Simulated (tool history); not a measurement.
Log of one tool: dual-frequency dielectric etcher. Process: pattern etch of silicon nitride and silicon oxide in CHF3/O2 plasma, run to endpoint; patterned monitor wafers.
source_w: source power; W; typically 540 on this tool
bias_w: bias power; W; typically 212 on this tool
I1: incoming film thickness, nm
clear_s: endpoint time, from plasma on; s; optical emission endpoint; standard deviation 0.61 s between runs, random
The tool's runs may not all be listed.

run 1 hour=0.0 | source_w=580 bias_w=212 | I1=289.2 | clear_s=189.8
run 2 hour=43.3 | source_w=610 bias_w=212 | I1=293.1 | clear_s=187.7
run 3 hour=216.3 | source_w=540 bias_w=212 | I1=292.0 | clear_s=195.8
run 4 hour=286.8 | source_w=540 bias_w=212 | I1=289.9 | clear_s=193.7
run 5 hour=311.0 | source_w=540 bias_w=212 | I1=293.1 | clear_s=194.7
run 6 hour=362.9 | source_w=540 bias_w=212 | I1=292.9 | clear_s=193.9
run 7 hour=424.2 | source_w=540 bias_w=212 | I1=293.2 | clear_s=193.8
-- hour=480.8 wet clean of the chamber
-- hour=488.8 bias power generator calibrated
-- hour=507.4 upper electrode replaced, of another model than before
run 8 hour=507.9 | source_w=540 bias_w=212 | I1=293.9 | clear_s=197.1
run 9 hour=566.6 | source_w=540 bias_w=212 | I1=290.7 | clear_s=196.2
run 10 hour=629.4 | source_w=540 bias_w=212 | I1=295.7 | clear_s=197.9
run 11 hour=662.2 | source_w=540 bias_w=212 | I1=292.4 | clear_s=196.2
-- hour=677.6 source power generator calibrated
run 12 hour=727.6 | source_w=540 bias_w=212 | I1=291.0 | clear_s=194.5
run 13 hour=754.2 | source_w=540 bias_w=184 | I1=293.7 | clear_s=206.5
run 14 hour=821.7 | source_w=460 bias_w=264 | I1=289.5 | clear_s=197.5
run 15 hour=997.2 | source_w=450 bias_w=212 | I1=292.3 | clear_s=216.9
-- hour=1059.3 wet clean of the chamber
run 16 hour=1059.8 | source_w=610 bias_w=163 | I1=295.4 | clear_s=200.7
run 17 hour=1123.9 | source_w=540 bias_w=212 | I1=292.7 | clear_s=196.5
run 18 hour=1189.0 | source_w=540 bias_w=212 | I1=290.7 | clear_s=194.6
run 19 hour=1243.4 | source_w=540 bias_w=212 | I1=293.2 | clear_s=195.5
run 20 hour=1294.1 | source_w=540 bias_w=253 | I1=292.5 | clear_s=182.9
run 21 hour=1349.5 | source_w=470 bias_w=226 | I1=293.8 | clear_s=208.1
run 22 hour=1384.0 | source_w=540 bias_w=212 | I1=295.5 | clear_s=196.0
run 23 hour=1442.5 | source_w=620 bias_w=212 | I1=292.0 | clear_s=176.8
run 24 hour=1468.5 | source_w=540 bias_w=212 | I1=289.3 | clear_s=191.3
run 25 hour=1522.3 | source_w=650 bias_w=256 | I1=294.0 | clear_s=162.2
run 26 hour=1590.6 | source_w=500 bias_w=166 | I1=293.2 | clear_s=220.0

Each row is a separate what-if for the run after 26, all from the same tool condition, not one after another. Results?
run A hour=1591.1 | source_w=540 bias_w=212 | I1=293.2 | clear_s=?
run B hour=1591.1 | source_w=540 bias_w=173 | I1=293.2 | clear_s=?
run C hour=1591.1 | source_w=540 bias_w=238 | I1=293.2 | clear_s=?

run=A clear_s=193.2
run=B clear_s=207.2
run=C clear_s=185.5
With the hidden condition removed and each run's random variation left untouched, the same runs would have given:
run=A clear_s=198.1
run=B clear_s=212.4
run=C clear_s=190.1
